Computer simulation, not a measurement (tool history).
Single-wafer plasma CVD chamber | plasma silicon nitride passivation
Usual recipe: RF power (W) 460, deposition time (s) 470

run	hour	RF power (W)	deposition time (s)	wafers since the last listed run	hours since the last RF generator calibration	hours since the showerhead was replaced	hours since the gauge calibration	read-back reference wafer on the same gauge, thickness_nm	mean film thickness on the monitor wafer (nm)
1	0	460	470	0	759.9	6751.3	82.7	707.41	597.287
2	10.4	460	424	41	770.3	6761.7	93.1	706.86	541.085
3	26.6	460	424	63	786.5	6777.9	109.3	707.057	539.252
4	39.4	460	424	50	799.3	6790.7	122.1	707.579	541.355
5	45.8	460	534	25	805.7	6797.1	128.5	707.06	679.155
6	57.9	460	534	47	817.8	6809.2	140.6	706.783	680.896
7	65.6	505	470	30	825.5	6816.9	148.3	707.423	618.208
8	82.3	505	470	65	842.2	6833.6	165	706.992	618.868
9	93.5	460	470	44	853.4	6844.8	176.2	706.945	598.259
10	101.4	460	470	31	861.3	6852.7	184.1	706.752	599.286
11	107.4	460	470	23	867.3	6858.7	190.1	706.796	597.057
12	117.8	525	470	41	877.7	6869.1	200.5	707.152	628.878
13	125.1	525	470	28	885	6876.4	207.8	707.346	627.839
14	136	460	470	43	895.9	6887.3	218.7	706.782	595.408
15	149.9	525	403	54	909.8	6901.2	232.6	707.196	537.907
16	158.6	460	470	34	918.5	6909.9	241.3	707.369	596.389
17	174	395	502	60	933.9	6925.3	256.7	706.749	598.995
# hour 177.4: gauge calibrated
# hour 185.4: showerhead replaced
18	186.5	420	494	17	946.4	1.1	9.1	707.319	603.865
# hour 196.4: RF generator calibrated
19	201.9	460	470	29	5.5	16.5	24.5	706.938	581.986
20	213.4	525	500	45	17	28	36	706.886	655.069
21	228.1	370	470	58	31.7	42.7	50.7	707.481	533.289
22	240	490	498	46	43.6	54.6	62.6	706.436	632.51
23	246.5	390	563	25	50.1	61.1	69.1	707.005	650.33
# hour 263.2: RF generator calibrated, repeated, since the last time left the tool worse
24	263.7	460	470	36	0.5	78.3	86.3	707.12	606.27
25	285.2	405	379	84	22	99.8	107.8	706.822	464.84
26	298	520	530	50	34.8	112.6	120.6	707.303	723.258

Same runs, no hidden state in the tool, same run-to-run variation:
The tool's hidden condition here consists of: delivered RF power above the setpoint (%); gauge reads high (%).
run	mean film thickness on the monitor wafer (nm)
1	608.359
2	551.243
3	549.575
4	551.876
5	692.453
6	694.416
7	630.591
8	631.501
9	610.624
10	611.781
11	609.588
12	642.226
13	641.271
14	608.295
15	549.721
16	609.607
17	612.483
18	617.637
19	607.816
20	684.333
21	557.312
22	661.193
23	679.929
24	606.852
25	465.497
26	724.475
